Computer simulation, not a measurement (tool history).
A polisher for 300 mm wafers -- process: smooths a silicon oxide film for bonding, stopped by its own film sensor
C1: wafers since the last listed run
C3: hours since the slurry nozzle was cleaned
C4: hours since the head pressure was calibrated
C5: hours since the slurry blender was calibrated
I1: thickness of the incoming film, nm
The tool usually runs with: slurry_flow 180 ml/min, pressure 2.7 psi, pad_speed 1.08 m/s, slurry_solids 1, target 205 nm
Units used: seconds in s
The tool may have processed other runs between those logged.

run 1 day=0 | slurry_flow=180 pressure=3.4 pad_speed=1.08 slurry_solids=1 target=205 | C1=0 wafers_polished_on_this_pad=487 C3=564.4 C4=561.5 C5=106.9 | I1=239.8 | seconds=25.1
run 2 day=0.654 | slurry_flow=180 pressure=3.4 pad_speed=1.08 slurry_solids=1 target=205 | C1=174 wafers_polished_on_this_pad=662 C3=580.1 C4=577.2 C5=122.6 | I1=239 | seconds=25
run 3 day=1.067 | slurry_flow=180 pressure=3.4 pad_speed=1.08 slurry_solids=1 target=205 | C1=110 wafers_polished_on_this_pad=772 C3=590 C4=587.1 C5=132.5 | I1=238.2 | seconds=24.3
run 4 day=1.721 | slurry_flow=180 pressure=2.7 pad_speed=1.08 slurry_solids=1 target=205 | C1=174 wafers_polished_on_this_pad=946 C3=605.7 C4=602.8 C5=148.2 | I1=241 | seconds=33.1
-- day=2.258 slurry nozzle cleaned
run 5 day=2.446 | slurry_flow=180 pressure=2.7 pad_speed=1.08 slurry_solids=1 target=194 | C1=182 wafers_polished_on_this_pad=1129 C3=4.5 C4=620.2 C5=165.6 | I1=236.1 | seconds=38.5
run 6 day=2.85 | slurry_flow=180 pressure=2.7 pad_speed=1.08 slurry_solids=1 target=205 | C1=107 wafers_polished_on_this_pad=1237 C3=14.2 C4=629.9 C5=175.3 | I1=236.9 | seconds=28.7
-- day=3.388 worn pad replaced by a new one
run 7 day=3.575 | slurry_flow=180 pressure=1.9 pad_speed=1.24 slurry_solids=1.15 target=211 | C1=149 wafers_polished_on_this_pad=50 C3=31.6 C4=647.3 C5=192.7 | I1=237 | seconds=29.7
run 8 day=4.05 | slurry_flow=240 pressure=2.7 pad_speed=1.38 slurry_solids=1 target=205 | C1=126 wafers_polished_on_this_pad=177 C3=43 C4=658.7 C5=204.1 | I1=236 | seconds=23.6
run 9 day=4.7 | slurry_flow=180 pressure=2.7 pad_speed=1.08 slurry_solids=1.3 target=205 | C1=173 wafers_polished_on_this_pad=350 C3=58.6 C4=674.3 C5=219.7 | I1=238.9 | seconds=28.5
run 10 day=5.858 | slurry_flow=155 pressure=2.3 pad_speed=1.08 slurry_solids=1 target=205 | C1=309 wafers_polished_on_this_pad=659 C3=86.4 C4=702.1 C5=247.5 | I1=236.1 | seconds=34.3
run 11 day=6.333 | slurry_flow=180 pressure=2.7 pad_speed=1.08 slurry_solids=1 target=205 | C1=126 wafers_polished_on_this_pad=786 C3=97.8 C4=713.5 C5=258.9 | I1=241.3 | seconds=32.7
run 12 day=6.667 | slurry_flow=160 pressure=2.7 pad_speed=0.76 slurry_solids=1 target=205 | C1=88 wafers_polished_on_this_pad=875 C3=105.8 C4=721.5 C5=266.9 | I1=244.6 | seconds=43.8
run 13 day=8.871 | slurry_flow=225 pressure=2.7 pad_speed=1.08 slurry_solids=0.75 target=216 | C1=588 wafers_polished_on_this_pad=1463 C3=158.7 C4=774.4 C5=319.8 | I1=240.8 | seconds=24.6
run 14 day=9.604 | slurry_flow=180 pressure=2.7 pad_speed=1.08 slurry_solids=0.8 target=205 | C1=195 wafers_polished_on_this_pad=1659 C3=176.3 C4=792 C5=337.4 | I1=242.7 | seconds=36.8
-- day=10.071 worn pad replaced by a new one
run 15 day=10.092 | slurry_flow=180 pressure=2.7 pad_speed=1.32 slurry_solids=1.2 target=205 | C1=85 wafers_polished_on_this_pad=6 C3=188 C4=803.7 C5=349.1 | I1=239.7 | seconds=26.3
run 16 day=10.392 | slurry_flow=180 pressure=2.7 pad_speed=1.08 slurry_solids=1 target=205 | C1=80 wafers_polished_on_this_pad=86 C3=195.2 C4=810.9 C5=356.3 | I1=244 | seconds=35.5
run 17 day=11.033 | slurry_flow=180 pressure=2.7 pad_speed=1.24 slurry_solids=1 target=205 | C1=171 wafers_polished_on_this_pad=257 C3=210.6 C4=826.3 C5=371.7 | I1=243.6 | seconds=32.3
-- day=11.317 head pressure recalibrated
-- day=11.525 slurry blender recalibrated
run 18 day=11.783 | slurry_flow=230 pressure=3.3 pad_speed=1.08 slurry_solids=1 target=194 | C1=155 wafers_polished_on_this_pad=413 C3=228.6 C4=11.2 C5=6.2 | I1=241.1 | seconds=34.7

What does the tool deliver on the next run?
run 19 day=12.338 | slurry_flow=180 pressure=2.7 pad_speed=1.34 slurry_solids=1 target=205 | C1=147 wafers_polished_on_this_pad=561 C3=241.9 C4=24.5 C5=19.5 | I1=236.1 | seconds=?

{"run 19": {"seconds": 26}}
With no hidden state in the tool, this same run would have given seconds 26.1 s.
